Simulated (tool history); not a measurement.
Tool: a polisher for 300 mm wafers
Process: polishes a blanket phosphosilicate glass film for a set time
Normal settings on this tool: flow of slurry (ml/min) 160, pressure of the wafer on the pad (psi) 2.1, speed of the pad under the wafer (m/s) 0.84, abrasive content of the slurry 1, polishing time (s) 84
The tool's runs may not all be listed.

run     day  flow of slurry (ml/min)  pressure of the wafer on the pad (psi)  speed of the pad under the wafer (m/s)  abrasive content of the slurry  polishing time (s)  incoming thickness of the incoming film, nm  film removed (angstrom)
  1       0                      160                                     2.1                                    0.84                               1                  78                                       1819.1                     4445
  2   2.692                      160                                     2.1                                    0.84                             0.9                  84                                       1827.8                     4405
  3   4.817                      200                                     2.1                                    0.84                               1                  71                                       1867.2                     4115
  4   6.275                      135                                     2.7                                    0.84                               1                  84                                       1836.7                     6132
  5   7.958                      175                                     2.5                                    0.84                               1                  84                                       1827.3                     5772
  6  10.292                      160                                     2.1                                    0.84                               1                  84                                       1868.8                     4762
     11.621  -- slurry blender recalibrated
  7  12.988                      160                                     2.1                                    0.64                               1                  84                                       1884.5                     3807
     13.962  -- conditioning disc replaced and pad reconditioned
  8  15.754                      160                                     2.1                                    0.84                               1                  84                                       1837.9                     4670
     19.221  -- slurry nozzle cleaned
  9    19.4                      160                                     2.1                                    0.84                               1                  84                                       1876.5                     4660
 10  21.642                      160                                     2.8                                    0.84                               1                 111                                       1853.8                     8452
     22.204  -- worn pad replaced by a new one
 11  23.388                      180                                     2.1                                    0.84                            1.15                  84                                       1821.3                     5164
 12  25.258                      145                                     2.7                                    0.84                             1.2                  95                                         1860                     7618
 13  27.071                      160                                     2.1                                    0.84                               1                  84                                       1849.5                     4865
 14  28.483                      160                                     2.1                                    0.94                               1                  84                                       1883.8                     5252
 15  29.996                      160                                     1.6                                    0.54                               1                  84                                         1822                     2588
 16  32.825                      160                                     2.1                                    0.64                               1                  84                                       1843.9                     3888
     33.625  -- slurry blender recalibrated
 17  33.862                      160                                     2.1                                     0.6                               1                  84                                       1823.9                     3646

Predict the results of run 18:
     34.975  -- conditioning disc replaced and pad reconditioned
 18  36.421                      160                                     2.1                                    0.84                               1                  84                                       1834.3                        ?

For run 18 the tool returned film removed (angstrom) 4758.
Had the tool carried no hidden state, the very same run would have given film removed (angstrom) 4758.
